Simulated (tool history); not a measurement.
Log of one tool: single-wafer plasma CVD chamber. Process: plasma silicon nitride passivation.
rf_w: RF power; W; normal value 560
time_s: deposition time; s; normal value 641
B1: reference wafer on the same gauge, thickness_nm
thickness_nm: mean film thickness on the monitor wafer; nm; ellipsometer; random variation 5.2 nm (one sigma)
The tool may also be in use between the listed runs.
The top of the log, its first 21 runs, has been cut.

Run 22, hour 1714.5: usual settings; B1 1004.315. Result: thickness_nm 922.44 nm.
Run 23, hour 1794.1: usual settings; B1 1003.499. Result: thickness_nm 924.612 nm.
Run 24, hour 1870.1: usual settings; B1 1003.202. Result: thickness_nm 931.016 nm.
Run 25, hour 1926.4: usual settings; B1 1003.954. Result: thickness_nm 934.507 nm.
At hour 2018.6: showerhead replaced.
Run 26, hour 2022.5: usual settings; B1 1003.277. Result: thickness_nm 935.753 nm.
Run 27, hour 2126.9: usual settings but rf_w 530 W, time_s 753 s; B1 1002.681. Result: thickness_nm 1085.557 nm.
Run 28, hour 2226.6: usual settings but rf_w 645 W, time_s 534 s; B1 1002.825. Result: thickness_nm 806.201 nm.
Run 29, hour 2324.2: usual settings; B1 1004.294. Result: thickness_nm 930.062 nm.
At hour 2337.9: RF generator calibrated.
Run 30, hour 2392.6: usual settings but time_s 684 s; B1 1002.728. Result: thickness_nm 1005.285 nm.
Run 31, hour 2442.8: usual settings but rf_w 455 W, time_s 582 s; B1 1002.101. Result: thickness_nm 808.662 nm.
Run 32, hour 2519: usual settings but rf_w 500 W, time_s 679 s; B1 1002.694. Result: thickness_nm 959.281 nm.
Run 33, hour 2741.5: usual settings but time_s 549 s; B1 1003.401. Result: thickness_nm 804.775 nm.
Run 34, hour 2807.7: usual settings but rf_w 655 W, time_s 704 s; B1 1003.005. Result: thickness_nm 1067.246 nm.

Each row is a separate what-if for the run after 34, all from the same tool condition, not one after another. Results?
Run A, hour 2808.3: usual settings; B1 ?. Result: thickness_nm ?.
Run B, hour 2808.3: usual settings but rf_w 590 W; B1 ?. Result: thickness_nm ?.
Run C, hour 2808.3: usual settings but rf_w 485 W, time_s 602 s; B1 ?. Result: thickness_nm ?.

run        B1  thickness_nm
  A  1003.275       931.712
  B  1003.275       944.676
  C  1003.275        842.72
Take away the tool's hidden state, keep each run's random variation, and the runs would have read:
run  thickness_nm
  A       931.712
  B       944.676
  C        842.72
